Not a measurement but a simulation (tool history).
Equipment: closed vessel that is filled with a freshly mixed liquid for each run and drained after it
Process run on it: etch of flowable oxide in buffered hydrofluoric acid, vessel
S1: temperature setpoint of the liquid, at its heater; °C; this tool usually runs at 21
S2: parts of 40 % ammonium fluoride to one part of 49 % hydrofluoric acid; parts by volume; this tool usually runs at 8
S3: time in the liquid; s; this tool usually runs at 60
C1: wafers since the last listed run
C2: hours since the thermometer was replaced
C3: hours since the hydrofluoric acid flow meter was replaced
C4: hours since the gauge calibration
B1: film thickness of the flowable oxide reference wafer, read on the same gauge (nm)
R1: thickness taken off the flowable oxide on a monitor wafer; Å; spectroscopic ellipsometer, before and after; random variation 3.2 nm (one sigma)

run 1 hour=0 | S1=21 S2=8 S3=60 | C1=0 C2=410.8 C3=385.4 C4=2978.3 | B1=107.17 | R1=3177.4
run 2 hour=301.9 | S1=21 S2=8 S3=60 | C1=33048 C2=712.7 C3=687.3 C4=3280.2 | B1=106.89 | R1=3125.4
run 3 hour=349.5 | S1=21 S2=8 S3=60 | C1=5210 C2=760.3 C3=734.9 C4=3327.8 | B1=106.89 | R1=3122.7
run 4 hour=391 | S1=21 S2=8 S3=60 | C1=4542 C2=801.8 C3=776.4 C4=3369.3 | B1=106.86 | R1=3185.6
run 5 hour=524.1 | S1=18 S2=8 S3=75 | C1=14570 C2=934.9 C3=909.5 C4=3502.4 | B1=106.78 | R1=3311.5
run 6 hour=620.2 | S1=21 S2=8 S3=85 | C1=10519 C2=1031 C3=1005.6 C4=3598.5 | B1=106.73 | R1=4426.4
run 7 hour=724.5 | S1=21 S2=8 S3=85 | C1=11417 C2=1135.3 C3=1109.9 C4=3702.8 | B1=106.66 | R1=4433.1
run 8 hour=815.4 | S1=21 S2=8 S3=85 | C1=9950 C2=1226.2 C3=1200.8 C4=3793.7 | B1=106.59 | R1=4499.4
-- hour=872.6 thermometer replaced
run 9 hour=904 | S1=21 S2=8 S3=60 | C1=9589 C2=31.4 C3=1289.4 C4=3882.3 | B1=106.59 | R1=3149.5
run 10 hour=941.3 | S1=21 S2=8 S3=60 | C1=4083 C2=68.7 C3=1326.7 C4=3919.6 | B1=106.56 | R1=3181.9
run 11 hour=1031.7 | S1=21 S2=8 S3=60 | C1=9895 C2=159.1 C3=1417.1 C4=4010 | B1=106.54 | R1=3200.4
run 12 hour=1080.7 | S1=21 S2=8 S3=60 | C1=5363 C2=208.1 C3=1466.1 C4=4059 | B1=106.5 | R1=3129.7
-- hour=1102.6 gauge calibrated
run 13 hour=1172.1 | S1=21 S2=8 S3=60 | C1=10005 C2=299.5 C3=1557.5 C4=69.5 | B1=119.88 | R1=3570.3
-- hour=1178.1 hydrofluoric acid flow meter replaced
run 14 hour=1232.1 | S1=21 S2=8 S3=60 | C1=6458 C2=359.5 C3=54 C4=129.5 | B1=119.29 | R1=3581.3
run 15 hour=1335.6 | S1=23 S2=9.5 S3=35 | C1=11329 C2=463 C3=157.5 C4=233 | B1=118.39 | R1=1929
run 16 hour=1400.1 | S1=21 S2=8 S3=85 | C1=7060 C2=527.5 C3=222 C4=297.5 | B1=117.85 | R1=4907.9
run 17 hour=1485 | S1=21 S2=9 S3=60 | C1=9293 C2=612.4 C3=306.9 C4=382.4 | B1=117.26 | R1=3099.4
run 18 hour=1547.3 | S1=21 S2=8 S3=90 | C1=6819 C2=674.7 C3=369.2 C4=444.7 | B1=116.79 | R1=5167.1
run 19 hour=1633.1 | S1=21 S2=11 S3=60 | C1=9392 C2=760.5 C3=455 C4=530.5 | B1=116.19 | R1=2563.8
run 20 hour=1737.9 | S1=25 S2=8 S3=60 | C1=11472 C2=865.3 C3=559.8 C4=635.3 | B1=115.54 | R1=4279.1
run 21 hour=1806.9 | S1=22.5 S2=8 S3=60 | C1=7553 C2=934.3 C3=628.8 C4=704.3 | B1=115.13 | R1=3676.7
run 22 hour=1895.3 | S1=17.5 S2=9 S3=30 | C1=9676 C2=1022.7 C3=717.2 C4=792.7 | B1=114.63 | R1=1226.1
run 23 hour=1996 | S1=21 S2=10.5 S3=60 | C1=11023 C2=1123.4 C3=817.9 C4=893.4 | B1=114.11 | R1=2644.6
run 24 hour=2090.8 | S1=19.5 S2=6.5 S3=60 | C1=10377 C2=1218.2 C3=912.7 C4=988.2 | B1=113.69 | R1=3772.2
run 25 hour=2186.7 | S1=19 S2=8 S3=50 | C1=10497 C2=1314.1 C3=1008.6 C4=1084.1 | B1=113.28 | R1=2495.9
run 26 hour=2227.7 | S1=18.5 S2=5.5 S3=45 | C1=4488 C2=1355.1 C3=1049.6 C4=1125.1 | B1=113.09 | R1=3106.2
run 27 hour=2324.5 | S1=21 S2=8 S3=60 | C1=10596 C2=1451.9 C3=1146.4 C4=1221.9 | B1=112.74 | R1=3405.7
run 28 hour=2371.6 | S1=21 S2=8 S3=85 | C1=5155 C2=1499 C3=1193.5 C4=1269 | B1=112.54 | R1=4698.7
-- hour=2404.9 thermometer replaced
run 29 hour=2458.5 | S1=25.5 S2=9.5 S3=40 | C1=9403 C2=53.6 C3=1280.4 C4=1355.9 | B1=112.28 | R1=2434.1
run 30 hour=2510.4 | S1=21 S2=7 S3=95 | C1=5681 C2=105.5 C3=1332.3 C4=1407.8 | B1=112.1 | R1=5998.4
-- hour=2555.4 hydrofluoric acid flow meter replaced
run 31 hour=2607.5 | S1=17 S2=8 S3=60 | C1=10519 C2=202.6 C3=52.1 C4=1504.9 | B1=111.83 | R1=2674.8
run 32 hour=2700.5 | S1=18 S2=6 S3=50 | C1=10180 C2=295.6 C3=145.1 C4=1597.9 | B1=111.51 | R1=3034.3
run 33 hour=2780.3 | S1=21 S2=8 S3=60 | C1=8735 C2=375.4 C3=224.9 C4=1677.7 | B1=111.31 | R1=3287.3
run 34 hour=2874.6 | S1=17 S2=10 S3=50 | C1=10322 C2=469.7 C3=319.2 C4=1772 | B1=111.07 | R1=1814

Predict each of these 3 candidate next runs independently; none follows another, all start after run 34:
run A hour=2875.3 | S1=21 S2=7 S3=60 | C1=76 C2=470.4 C3=319.9 C4=1772.7 | B1=? | R1=?
run B hour=2875.3 | S1=21 S2=6 S3=60 | C1=76 C2=470.4 C3=319.9 C4=1772.7 | B1=? | R1=?
run C hour=2875.3 | S1=19.5 S2=6.5 S3=95 | C1=76 C2=470.4 C3=319.9 C4=1772.7 | B1=? | R1=?

run=A B1=111.07 R1=3782.6
run=B B1=111.07 R1=4323.7
run=C B1=111.07 R1=5874.4
Without the tool's hidden state the same runs would have given:
run=A R1=4086.5
run=B R1=4671
run=C R1=6346.3
